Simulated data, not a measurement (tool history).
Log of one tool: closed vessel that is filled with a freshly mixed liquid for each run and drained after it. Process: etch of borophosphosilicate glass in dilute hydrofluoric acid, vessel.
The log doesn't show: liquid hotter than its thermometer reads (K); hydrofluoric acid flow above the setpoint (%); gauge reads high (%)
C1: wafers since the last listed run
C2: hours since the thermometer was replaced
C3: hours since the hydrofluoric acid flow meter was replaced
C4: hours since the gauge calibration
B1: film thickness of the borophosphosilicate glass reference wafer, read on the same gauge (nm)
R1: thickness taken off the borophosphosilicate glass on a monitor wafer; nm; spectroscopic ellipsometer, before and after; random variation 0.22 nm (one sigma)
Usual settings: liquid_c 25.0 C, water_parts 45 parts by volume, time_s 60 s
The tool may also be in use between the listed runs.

Run 1, day 0.000: usual settings but liquid_c 22.0 C; C1 0; C2 426.9; C3 1069.2; C4 211.4; B1 30.38. Result: R1 45.16 nm.
Run 2, day 1.162: usual settings but liquid_c 22.0 C; C1 2880; C2 454.8; C3 1097.1; C4 239.3; B1 30.37. Result: R1 45.76 nm.
Run 3, day 3.508: usual settings but liquid_c 22.0 C; C1 5813; C2 511.1; C3 1153.4; C4 295.6; B1 30.46. Result: R1 45.98 nm.
Run 4, day 5.788: usual settings but liquid_c 27.0 C; C1 5648; C2 565.8; C3 1208.1; C4 350.3; B1 30.57. Result: R1 56.18 nm.
Run 5, day 8.054: usual settings but liquid_c 27.0 C; C1 5617; C2 620.2; C3 1262.5; C4 404.7; B1 30.61. Result: R1 56.38 nm.
Run 6, day 10.562: usual settings; C1 6216; C2 680.4; C3 1322.7; C4 464.9; B1 30.65. Result: R1 52.11 nm.
Run 7, day 14.754: usual settings but water_parts 55 parts by volume; C1 10387; C2 781.0; C3 1423.3; C4 565.5; B1 30.79. Result: R1 42.32 nm.
Run 8, day 16.146: usual settings; C1 3448; C2 814.4; C3 1456.7; C4 598.9; B1 30.78. Result: R1 52.11 nm.
Run 9, day 18.304: usual settings; C1 5348; C2 866.2; C3 1508.5; C4 650.7; B1 30.84. Result: R1 52.42 nm.
Run 10, day 19.646: usual settings but liquid_c 21.5 C; C1 3324; C2 898.4; C3 1540.7; C4 682.9; B1 30.96. Result: R1 45.35 nm.
Run 11, day 21.842: usual settings but liquid_c 21.5 C; C1 5441; C2 951.1; C3 1593.4; C4 735.6; B1 30.98. Result: R1 45.71 nm.
Run 12, day 24.562: usual settings but liquid_c 21.5 C; C1 6742; C2 1016.4; C3 1658.7; C4 800.9; B1 31.02. Result: R1 45.47 nm.
Run 13, day 28.721: usual settings but time_s 50 s; C1 10305; C2 1116.2; C3 1758.5; C4 900.7; B1 31.17. Result: R1 44.41 nm.
Run 14, day 30.383: usual settings but time_s 75 s; C1 4119; C2 1156.1; C3 1798.4; C4 940.6; B1 31.25. Result: R1 67.04 nm.
Run 15, day 31.517: usual settings but water_parts 25 parts by volume, time_s 90 s; C1 2808; C2 1183.3; C3 1825.6; C4 967.8; B1 31.21. Result: R1 147.18 nm.
Run 16, day 33.762: usual settings; C1 5565; C2 1237.2; C3 1879.5; C4 1021.7; B1 31.33. Result: R1 53.23 nm.
At day 34.271: gauge calibrated.
Run 17, day 36.733: usual settings but liquid_c 21.0 C, water_parts 35 parts by volume, time_s 50 s; C1 7362; C2 1308.5; C3 1950.8; C4 59.1; B1 30.26. Result: R1 47.46 nm.
At day 38.929: hydrofluoric acid flow meter replaced.
Run 18, day 39.629: usual settings but liquid_c 26.5 C, water_parts 65 parts by volume; C1 7073; C2 1378.0; C3 16.8; C4 128.6; B1 30.39. Result: R1 37.22 nm.
At day 41.058: thermometer replaced.
Run 19, day 41.158: usual settings but liquid_c 23.0 C, water_parts 30 parts by volume; C1 3686; C2 2.4; C3 53.5; C4 165.3; B1 30.42. Result: R1 72.51 nm.
Run 20, day 43.183: usual settings but water_parts 25 parts by volume, time_s 90 s; C1 5018; C2 51.0; C3 102.1; C4 213.9; B1 30.46. Result: R1 143.69 nm.
Run 21, day 45.792: usual settings but liquid_c 21.0 C, water_parts 35 parts by volume, time_s 50 s; C1 6463; C2 113.6; C3 164.7; C4 276.5; B1 30.55. Result: R1 47.54 nm.
Run 22, day 48.067: usual settings but water_parts 60 parts by volume, time_s 95 s; C1 5637; C2 168.2; C3 219.3; C4 331.1; B1 30.63. Result: R1 61.08 nm.
Run 23, day 49.325: usual settings but liquid_c 22.5 C, water_parts 60 parts by volume; C1 3118; C2 198.4; C3 249.5; C4 361.3; B1 30.64. Result: R1 34.56 nm.
Run 24, day 51.488: usual settings but liquid_c 28.5 C, water_parts 35 parts by volume, time_s 50 s; C1 5359; C2 250.3; C3 301.4; C4 413.2; B1 30.74. Result: R1 65.11 nm.
Run 25, day 53.729: usual settings but liquid_c 20.0 C, water_parts 50 parts by volume, time_s 45 s; C1 5555; C2 304.1; C3 355.2; C4 467.0; B1 30.78. Result: R1 28.46 nm.
Run 26, day 56.562: usual settings but liquid_c 20.5 C, time_s 40 s; C1 7021; C2 372.1; C3 423.2; C4 535.0; B1 30.85. Result: R1 28.86 nm.
Run 27, day 58.217: usual settings but water_parts 50 parts by volume; C1 4099; C2 411.8; C3 462.9; C4 574.7; B1 30.90. Result: R1 46.65 nm.
Run 28, day 59.475: usual settings but liquid_c 21.0 C, water_parts 60 parts by volume, time_s 75 s; C1 3118; C2 442.0; C3 493.1; C4 604.9; B1 30.90. Result: R1 40.76 nm.
Run 29, day 61.783: usual settings but water_parts 40 parts by volume, time_s 30 s; C1 5720; C2 497.4; C3 548.5; C4 660.3; B1 30.99. Result: R1 29.95 nm.

3 ways to go on from here, each from the tool as it stands after run 29. What would each give?
Run A, day 61.812: usual settings; C1 72; C2 498.1; C3 549.2; C4 661.0; B1 ?. Result: R1 ?.
Run B, day 61.812: usual settings but liquid_c 29.5 C, water_parts 65 parts by volume, time_s 35 s; C1 72; C2 498.1; C3 549.2; C4 661.0; B1 ?. Result: R1 ?.
Run C, day 61.812: usual settings but time_s 45 s; C1 72; C2 498.1; C3 549.2; C4 661.0; B1 ?. Result: R1 ?.

run     B1     R1
  A  30.97  52.60
  B  30.97  24.71
  C  30.97  39.45
Without the tool's hidden state the same runs would have given:
run     R1
  A  50.90
  B  23.91
  C  38.18

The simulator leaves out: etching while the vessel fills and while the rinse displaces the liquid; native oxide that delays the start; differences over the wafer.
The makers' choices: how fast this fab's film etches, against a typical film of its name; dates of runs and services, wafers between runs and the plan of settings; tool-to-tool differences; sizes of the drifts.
